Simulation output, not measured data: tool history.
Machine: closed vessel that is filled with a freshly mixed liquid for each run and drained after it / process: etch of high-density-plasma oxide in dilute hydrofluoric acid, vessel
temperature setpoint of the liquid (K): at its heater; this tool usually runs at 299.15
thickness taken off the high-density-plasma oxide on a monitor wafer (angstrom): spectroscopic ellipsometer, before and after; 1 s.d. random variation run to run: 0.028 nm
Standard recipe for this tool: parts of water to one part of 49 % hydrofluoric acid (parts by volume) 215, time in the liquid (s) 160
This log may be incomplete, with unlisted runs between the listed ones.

run	hour	temperature setpoint of the liquid (K)	parts of water to one part of 49 % hydrofluoric acid (parts by volume)	time in the liquid (s)	read-back film thickness of the high-density-plasma oxide reference wafer, read on the same gauge (nm)	thickness taken off the high-density-plasma oxide on a monitor wafer (angstrom)
1	0	296.15	215	160	90.01	42.6
2	53.5	296.15	215	160	89.99	42.5
3	99.5	299.15	215	160	90.01	47.5
4	191.2	299.15	215	160	90.05	47
5	275.2	299.15	215	160	89.98	46.6
6	344.4	299.15	255	160	89.97	37.8
7	404.6	299.15	255	160	90.01	37.5
8	491.3	299.15	255	160	89.98	37.7
9	539.8	299.15	145	160	90.03	74.8
10	644.5	299.15	145	160	90.02	74.7
11	699.4	299.15	215	135	89.97	38.9
12	785.8	299.15	215	135	89.99	39.3
13	849.6	299.15	215	135	90	39.1
14	931.3	299.15	215	160	90	46.1
15	995.7	299.15	215	160	90	45.9
16	1051.2	301.15	215	230	89.98	70.8
17	1151.3	297.15	215	160	90.02	42.4
18	1248.1	301.15	215	65	90.06	21.5
19	1352.7	301.65	130	160	90.02	99.6
20	1433.7	299.15	215	160	89.98	49.4
21	1528.9	302.15	215	95	89.96	32.5
22	1598.6	301.15	315	85	90	17.2
23	1676.1	297.65	215	160	90.03	46.1
24	1762.9	301.15	215	80	89.97	26.6
25	1864.5	299.15	215	160	90.01	48.2
26	1920.3	299.15	215	160	89.99	48.8
27	1977.9	301.15	215	160	90	51.8
28	2031.9	303.15	310	160	90.01	34.5
29	2099.3	296.65	215	245	90	67.9
30	2142.4	299.15	215	160	90.03	48.2
31	2228	301.65	310	210	90	42.9

Withheld: 6 entries from between the runs. Position of each, and hidden state at the listed run before versus the listed run after:
In the gap between runs 2 and 3: thermometer replaced (hour 59.1)
  hydrofluoric acid flow below the setpoint (%): 4.09 -> 4.21
  measured minus no-state result, thickness taken off the high-density-plasma oxide on a monitor wafer (angstrom): -2.2 -> -2.6
In the gap between runs 11 and 12: thermometer replaced (hour 703.2)
  hydrofluoric acid flow below the setpoint (%): 5.76 -> 5.98
  measured minus no-state result, thickness taken off the high-density-plasma oxide on a monitor wafer (angstrom): -2.9 -> -3.2
In the gap between runs 17 and 18: hydrofluoric acid flow meter replaced (hour 1220.5)
  hydrofluoric acid flow below the setpoint (%): 6.93 -> 0.353
  measured minus no-state result, thickness taken off the high-density-plasma oxide on a monitor wafer (angstrom): -3.9 -> -0.1
In the gap between runs 18 and 19: thermometer replaced (hour 1343.8)
  hydrofluoric acid flow below the setpoint (%): 0.353 -> 0.623
  measured minus no-state result, thickness taken off the high-density-plasma oxide on a monitor wafer (angstrom): -0.1 -> -0.7
In the gap between runs 19 and 20: gauge calibrated (hour 1363)
  hydrofluoric acid flow below the setpoint (%): 0.623 -> 0.832
  measured minus no-state result, thickness taken off the high-density-plasma oxide on a monitor wafer (angstrom): -0.7 -> -0.5
In the gap between runs 26 and 27: thermometer replaced (hour 1953.5)
  hydrofluoric acid flow below the setpoint (%): 2.09 -> 2.24
  measured minus no-state result, thickness taken off the high-density-plasma oxide on a monitor wafer (angstrom): -1.3 -> -1.5

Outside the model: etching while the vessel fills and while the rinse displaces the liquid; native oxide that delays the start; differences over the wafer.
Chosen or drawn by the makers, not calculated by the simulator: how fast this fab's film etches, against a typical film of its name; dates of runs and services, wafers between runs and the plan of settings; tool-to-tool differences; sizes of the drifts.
